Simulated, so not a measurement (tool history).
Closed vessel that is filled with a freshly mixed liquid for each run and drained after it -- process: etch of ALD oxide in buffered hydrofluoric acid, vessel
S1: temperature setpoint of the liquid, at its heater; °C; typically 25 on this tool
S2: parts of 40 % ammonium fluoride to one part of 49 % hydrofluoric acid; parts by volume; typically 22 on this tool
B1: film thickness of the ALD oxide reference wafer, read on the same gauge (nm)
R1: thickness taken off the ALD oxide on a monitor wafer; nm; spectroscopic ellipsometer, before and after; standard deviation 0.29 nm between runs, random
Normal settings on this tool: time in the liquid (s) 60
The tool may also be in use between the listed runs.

Run 1, hour 0: usual settings but S1 28.5 °C; B1 129.96. Result: R1 89.26 nm.
Run 2, hour 22.3: usual settings; B1 129.99. Result: R1 74.36 nm.
Run 3, hour 42.6: usual settings; B1 129.99. Result: R1 74.49 nm.
Run 4, hour 65.5: usual settings; B1 129.97. Result: R1 74.92 nm.
Run 5, hour 92.3: usual settings; B1 129.99. Result: R1 74.63 nm.
Run 6, hour 116.2: usual settings; B1 130. Result: R1 74.4 nm.
Run 7, hour 128.3: usual settings; B1 130.01. Result: R1 74.52 nm.
Run 8, hour 159.4: usual settings but S2 28.5 parts by volume; B1 130.02. Result: R1 62.74 nm.
Run 9, hour 257.9: usual settings but S2 28.5 parts by volume; B1 130.04. Result: R1 62.56 nm.
Run 10, hour 272.7: usual settings but S1 28 °C; B1 129.98. Result: R1 88.4 nm.
Run 11, hour 293: usual settings but S1 28.5 °C; B1 129.94. Result: R1 90.85 nm.
At hour 294: gauge calibrated.
Run 12, hour 324.9: usual settings but S1 27.5 °C; B1 129.98. Result: R1 86.13 nm.
At hour 339: thermometer replaced.
Run 13, hour 357.6: usual settings but S1 27.5 °C, S2 26 parts by volume; B1 129.99. Result: R1 76.6 nm.
Run 14, hour 393.1: usual settings but S1 21.5 °C, S2 25.5 parts by volume, time in the liquid (s) 35; B1 129.96. Result: R1 32.52 nm.
Run 15, hour 415.7: usual settings but S2 30 parts by volume, time in the liquid (s) 70; B1 130.04. Result: R1 70.65 nm.
At hour 429.5: hydrofluoric acid flow meter replaced.
Run 16, hour 450.9: usual settings but time in the liquid (s) 95; B1 129.97. Result: R1 113.65 nm.
Run 17, hour 465.5: usual settings but S2 30 parts by volume, time in the liquid (s) 70; B1 129.97. Result: R1 67.94 nm.
Run 18, hour 493.3: usual settings but time in the liquid (s) 90; B1 130.02. Result: R1 107.68 nm.
Run 19, hour 520.8: usual settings; B1 130.03. Result: R1 71.68 nm.
Run 20, hour 554.2: usual settings; B1 130.02. Result: R1 71.77 nm.
Run 21, hour 586.8: usual settings but S1 27.5 °C, S2 25.5 parts by volume, time in the liquid (s) 95; B1 130.02. Result: R1 118.32 nm.
Run 22, hour 616.2: usual settings; B1 129.97. Result: R1 72.33 nm.
Run 23, hour 638.8: usual settings but S2 28.5 parts by volume; B1 130.01. Result: R1 59.89 nm.
Run 24, hour 659.9: usual settings; B1 130.03. Result: R1 71.81 nm.
Run 25, hour 694.2: usual settings but S1 21 °C, S2 24.5 parts by volume; B1 130.01. Result: R1 53.58 nm.
Run 26, hour 727.9: usual settings but S1 23 °C, S2 24.5 parts by volume; B1 130.02. Result: R1 60.02 nm.
Run 27, hour 749.3: usual settings; B1 129.98. Result: R1 72.6 nm.
Run 28, hour 766.9: usual settings but time in the liquid (s) 50; B1 129.97. Result: R1 60.35 nm.
Run 29, hour 791.9: usual settings; B1 129.99. Result: R1 72.67 nm.
Run 30, hour 804.9: usual settings but time in the liquid (s) 35; B1 130.02. Result: R1 42.35 nm.
Run 31, hour 829.4: usual settings but S1 23 °C; B1 130. Result: R1 64.95 nm.
Run 32, hour 861.8: usual settings but S1 27 °C, S2 27 parts by volume, time in the liquid (s) 30; B1 129.99. Result: R1 34.98 nm.
Run 33, hour 892.2: usual settings but S1 28 °C, S2 29.5 parts by volume; B1 130.01. Result: R1 69.41 nm.
Run 34, hour 910.7: usual settings but S1 21 °C, S2 24.5 parts by volume; B1 129.97. Result: R1 53.61 nm.
Run 35, hour 937.4: usual settings but S1 23.5 °C; B1 130.01. Result: R1 67.06 nm.

Measured minus without-hidden-state, run by run (identical run-to-run variation in each term; gauge scatter may differ):
Unlogged tool condition in this case: liquid hotter than its thermometer reads (K); hydrofluoric acid flow above the setpoint (%); gauge reads high (%).
run     R1
  1  +3.95
  2  +3.34
  3  +3.38
  4  +3.43
  5  +3.46
  6  +3.49
  7  +3.52
  8  +3.01
  9  +3.13
 10  +4.44
 11   +4.6
 12  +4.42
 13  +3.99
 14  +1.73
 15  +3.78
 16  +0.62
 17   +0.4
 18   +0.7
 19  +0.52
 20  +0.57
 21  +1.04
 22  +0.69
 23   +0.6
 24  +0.76
 25  +0.61
 26  +0.74
 27  +0.92
 28  +0.79
 29     +1
 30  +0.59
 31  +0.95
 32  +0.54
 33  +1.11
 34  +0.89
 35  +1.16

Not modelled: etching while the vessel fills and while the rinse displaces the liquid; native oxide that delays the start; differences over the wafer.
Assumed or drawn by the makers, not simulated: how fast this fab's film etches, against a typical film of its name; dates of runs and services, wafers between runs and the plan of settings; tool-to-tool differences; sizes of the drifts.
